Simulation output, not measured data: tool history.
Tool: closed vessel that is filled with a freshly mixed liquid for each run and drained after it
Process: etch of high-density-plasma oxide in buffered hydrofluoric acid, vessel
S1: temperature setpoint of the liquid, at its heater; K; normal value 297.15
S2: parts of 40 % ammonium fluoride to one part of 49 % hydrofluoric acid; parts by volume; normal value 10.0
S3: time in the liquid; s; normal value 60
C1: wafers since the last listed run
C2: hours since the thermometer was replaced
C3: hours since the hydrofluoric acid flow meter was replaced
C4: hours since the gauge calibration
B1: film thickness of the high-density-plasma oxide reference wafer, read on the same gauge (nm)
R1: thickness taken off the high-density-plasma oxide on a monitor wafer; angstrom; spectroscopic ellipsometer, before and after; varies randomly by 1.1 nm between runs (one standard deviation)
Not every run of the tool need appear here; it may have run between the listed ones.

| run | hour | S1 | S2 | S3 | C1 | C2 | C3 | C4 | B1 | R1 |
|---|---|---|---|---|---|---|---|---|---|---|
| 1 | 0.0 | 297.15 | 10.0 | 35 | 0 | 1287.9 | 295.4 | 210.8 | 89.98 | 694.7 |
| 2 | 35.0 | 297.15 | 12.0 | 60 | 2877 | 1322.9 | 330.4 | 245.8 | 89.99 | 1001.4 |
| 3 | 59.9 | 297.15 | 11.0 | 60 | 2047 | 1347.8 | 355.3 | 270.7 | 89.99 | 1104.8 |
| 4 | 114.2 | 297.15 | 11.0 | 60 | 4464 | 1402.1 | 409.6 | 325.0 | 89.98 | 1094.1 |
| 5 | 175.2 | 296.15 | 10.0 | 60 | 5015 | 1463.1 | 470.6 | 386.0 | 89.99 | 1140.6 |
| 6 | 355.5 | 296.15 | 10.0 | 60 | 14825 | 1643.4 | 650.9 | 566.3 | 89.99 | 1150.3 |
| 7 | 404.3 | 296.15 | 10.0 | 60 | 4012 | 1692.2 | 699.7 | 615.1 | 89.99 | 1141.8 |
| 8 | 471.5 | 297.15 | 10.0 | 60 | 5525 | 1759.4 | 766.9 | 682.3 | 90.00 | 1236.7 |
| 9 | 543.2 | 297.15 | 10.0 | 60 | 5895 | 1831.1 | 838.6 | 754.0 | 89.99 | 1226.0 |
| 10 | 586.0 | 297.15 | 10.0 | 60 | 3519 | 1873.9 | 881.4 | 796.8 | 89.98 | 1211.7 |
| 11 | 611.7 | 297.15 | 10.0 | 60 | 2113 | 1899.6 | 907.1 | 822.5 | 90.01 | 1240.1 |
| 12 | 649.0 | 297.15 | 10.0 | 60 | 3066 | 1936.9 | 944.4 | 859.8 | 90.01 | 1222.0 |
|  | 680.9 | hydrofluoric acid flow meter replaced |
| 13 | 689.4 | 292.65 | 8.5 | 60 | 3239 | 1977.3 | 8.5 | 900.2 | 90.01 | 1019.5 |
| 14 | 714.9 | 297.15 | 10.0 | 95 | 2096 | 2002.8 | 34.0 | 925.7 | 90.01 | 1825.6 |
| 15 | 777.0 | 297.15 | 10.0 | 60 | 5106 | 2064.9 | 96.1 | 987.8 | 90.01 | 1137.5 |
| 16 | 825.6 | 297.15 | 10.0 | 60 | 3996 | 2113.5 | 144.7 | 1036.4 | 90.01 | 1156.7 |
| 17 | 867.2 | 297.15 | 10.0 | 60 | 3420 | 2155.1 | 186.3 | 1078.0 | 90.03 | 1171.5 |
| 18 | 891.6 | 297.15 | 10.0 | 60 | 2006 | 2179.5 | 210.7 | 1102.4 | 90.02 | 1163.8 |
|  | 900.5 | gauge calibrated |
| 19 | 943.4 | 297.15 | 10.0 | 60 | 4259 | 2231.3 | 262.5 | 42.9 | 89.99 | 1159.6 |
| 20 | 1007.5 | 293.15 | 7.5 | 60 | 5270 | 2295.4 | 326.6 | 107.0 | 90.01 | 1250.7 |
|  | 1022.3 | thermometer replaced |
| 21 | 1058.6 | 300.15 | 8.0 | 60 | 4119 | 36.3 | 377.7 | 158.1 | 89.98 | 1736.8 |
| 22 | 1122.7 | 292.15 | 10.0 | 80 | 5270 | 100.4 | 441.8 | 222.2 | 89.98 | 1198.6 |
| 23 | 1166.1 | 299.65 | 11.5 | 35 | 3568 | 143.8 | 485.2 | 265.6 | 89.98 | 699.6 |
| 24 | 1192.6 | 297.15 | 10.0 | 60 | 2178 | 170.3 | 511.7 | 292.1 | 90.00 | 1174.6 |
| 25 | 1220.1 | 301.15 | 10.0 | 60 | 2261 | 197.8 | 539.2 | 319.6 | 90.00 | 1475.5 |
| 26 | 1270.5 | 297.15 | 10.0 | 60 | 4144 | 248.2 | 589.6 | 370.0 | 89.96 | 1186.4 |
| 27 | 1307.2 | 301.15 | 12.0 | 60 | 3017 | 284.9 | 626.3 | 406.7 | 89.99 | 1261.6 |
| 28 | 1495.0 | 300.15 | 10.0 | 60 | 15441 | 472.7 | 814.1 | 594.5 | 90.00 | 1405.3 |
| 29 | 1561.8 | 292.65 | 10.0 | 60 | 5492 | 539.5 | 880.9 | 661.3 | 90.03 | 963.5 |
| 30 | 1604.7 | 297.15 | 8.5 | 30 | 3527 | 582.4 | 923.8 | 704.2 | 89.99 | 728.6 |
| 31 | 1692.3 | 299.15 | 10.0 | 60 | 7202 | 670.0 | 1011.4 | 791.8 | 90.00 | 1363.8 |

How would selected steps in R1 from run to run divide? Give the signed amount a tool lacking its hidden state would still show from settings, what came in and random variation, and the signed amount left for the hidden state, including any gauge scatter that is not in both of the compared results.
Hidden state at play: liquid hotter than its thermometer reads (K); hydrofluoric acid flow above the setpoint (%); gauge reads high (%).
Run 12 -> 13: S1 297.15 -> 292.65, S2 10.0 -> 8.5, hydrofluoric acid flow meter replaced. R1 -202.5 angstrom: hidden state -77.6, all else -124.9.
Run 13 -> 14: S1 292.65 -> 297.15, S2 8.5 -> 10.0, S3 60 -> 95. R1 +806.1 angstrom: hidden state +3.4, all else +802.7.
Run 14 -> 15: S3 95 -> 60. R1 -688.1 angstrom: hidden state +0.1, all else -688.2.
Run 21 -> 22: S1 300.15 -> 292.15, S2 8.0 -> 10.0, S3 60 -> 80. R1 -538.2 angstrom: hidden state -44.9, all else -493.3.
Run 26 -> 27: S1 297.15 -> 301.15, S2 10.0 -> 12.0. R1 +75.2 angstrom: hidden state +34.8, all else +40.4.
Run 30 -> 31: S1 297.15 -> 299.15, S2 8.5 -> 10.0, S3 30 -> 60. R1 +635.2 angstrom: hidden state +16.0, all else +619.2.
